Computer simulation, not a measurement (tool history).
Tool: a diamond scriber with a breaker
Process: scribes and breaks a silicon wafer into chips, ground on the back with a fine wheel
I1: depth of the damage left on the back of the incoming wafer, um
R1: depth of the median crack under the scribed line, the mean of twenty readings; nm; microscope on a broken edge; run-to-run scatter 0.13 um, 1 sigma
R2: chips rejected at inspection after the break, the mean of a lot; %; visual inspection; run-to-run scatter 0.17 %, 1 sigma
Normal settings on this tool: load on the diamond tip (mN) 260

run 1 hour=0.0 | load_on_the_diamond_tip_(mN)=296 | I1=2.16 | R1=8810 R2=3.87
run 2 hour=21.8 | load_on_the_diamond_tip_(mN)=282 | I1=2.94 | R1=8290 R2=5.64
run 3 hour=35.7 | load_on_the_diamond_tip_(mN)=282 | I1=1.77 | R1=8410 R2=2.84
run 4 hour=52.7 | load_on_the_diamond_tip_(mN)=282 | I1=1.54 | R1=8180 R2=2.44
run 5 hour=75.8 | load_on_the_diamond_tip_(mN)=260 | I1=1.76 | R1=7870 R2=5.29
run 6 hour=104.8 | load_on_the_diamond_tip_(mN)=260 | I1=2.46 | R1=7530 R2=8.71
run 7 hour=126.9 | load_on_the_diamond_tip_(mN)=260 | I1=1.95 | R1=7220 R2=7.07
-- hour=140.2 diamond tip replaced by a new one
run 8 hour=143.1 | load_on_the_diamond_tip_(mN)=205 | I1=1.82 | R1=5220 R2=39.78
run 9 hour=163.7 | load_on_the_diamond_tip_(mN)=260 | I1=2.81 | R1=6610 R2=18.66
run 10 hour=193.7 | load_on_the_diamond_tip_(mN)=297 | I1=2.34 | R1=7400 R2=7.54
run 11 hour=216.6 | load_on_the_diamond_tip_(mN)=297 | I1=2.89 | R1=7260 R2=11.38
run 12 hour=246.3 | load_on_the_diamond_tip_(mN)=297 | I1=2.73 | R1=7560 R2=9.62
run 13 hour=263.5 | load_on_the_diamond_tip_(mN)=260 | I1=1.95 | R1=6430 R2=16.96
run 14 hour=285.4 | load_on_the_diamond_tip_(mN)=260 | I1=2.44 | R1=6510 R2=18.14
run 15 hour=309.7 | load_on_the_diamond_tip_(mN)=260 | I1=2.25 | R1=6570 R2=15.95
-- hour=324.4 diamond tip replaced by a new one, repeated, since the last time left the tool worse
run 16 hour=329.2 | load_on_the_diamond_tip_(mN)=260 | I1=1.52 | R1=8300 R2=2.84
run 17 hour=384.1 | load_on_the_diamond_tip_(mN)=301 | I1=1.97 | R1=9210 R2=4.68
run 18 hour=415.4 | load_on_the_diamond_tip_(mN)=312 | I1=1.78 | R1=9600 R2=5.35
run 19 hour=448.4 | load_on_the_diamond_tip_(mN)=326 | I1=2.08 | R1=10090 R2=7.62
run 20 hour=483.7 | load_on_the_diamond_tip_(mN)=196 | I1=2.01 | R1=6100 R2=24.26
run 21 hour=498.1 | load_on_the_diamond_tip_(mN)=195 | I1=2.71 | R1=6130 R2=27.99
run 22 hour=531.9 | load_on_the_diamond_tip_(mN)=212 | I1=2.47 | R1=6420 R2=17.67
run 23 hour=567.1 | load_on_the_diamond_tip_(mN)=260 | I1=1.77 | R1=7820 R2=3.64
run 24 hour=587.8 | load_on_the_diamond_tip_(mN)=260 | I1=1.53 | R1=7990 R2=3.35
-- hour=593.3 load on the tip recalibrated
run 25 hour=623.7 | load_on_the_diamond_tip_(mN)=188 | I1=2.80 | R1=5610 R2=35.10
run 26 hour=658.0 | load_on_the_diamond_tip_(mN)=213 | I1=2.79 | R1=6540 R2=22.97
run 27 hour=687.3 | load_on_the_diamond_tip_(mN)=240 | I1=2.16 | R1=7230 R2=9.68
run 28 hour=721.1 | load_on_the_diamond_tip_(mN)=306 | I1=2.90 | R1=8610 R2=5.94
run 29 hour=754.2 | load_on_the_diamond_tip_(mN)=236 | I1=1.66 | R1=6900 R2=11.83
run 30 hour=775.3 | load_on_the_diamond_tip_(mN)=312 | I1=2.99 | R1=8720 R2=6.47
run 31 hour=809.1 | load_on_the_diamond_tip_(mN)=260 | I1=1.75 | R1=7080 R2=6.53
run 32 hour=847.2 | load_on_the_diamond_tip_(mN)=216 | I1=2.07 | R1=5940 R2=26.74
run 33 hour=874.7 | load_on_the_diamond_tip_(mN)=208 | I1=2.67 | R1=5680 R2=36.02

Run 34 is up next; what results do you expect?
run 34 hour=942.7 | load_on_the_diamond_tip_(mN)=238 | I1=2.90 | R1=? R2=?

{"run 34": {"R1": 6080, "R2": 26.77}}
The same run, on a tool lacking any hidden state, would have yielded R1 7580 nm, R2 8.32 %.
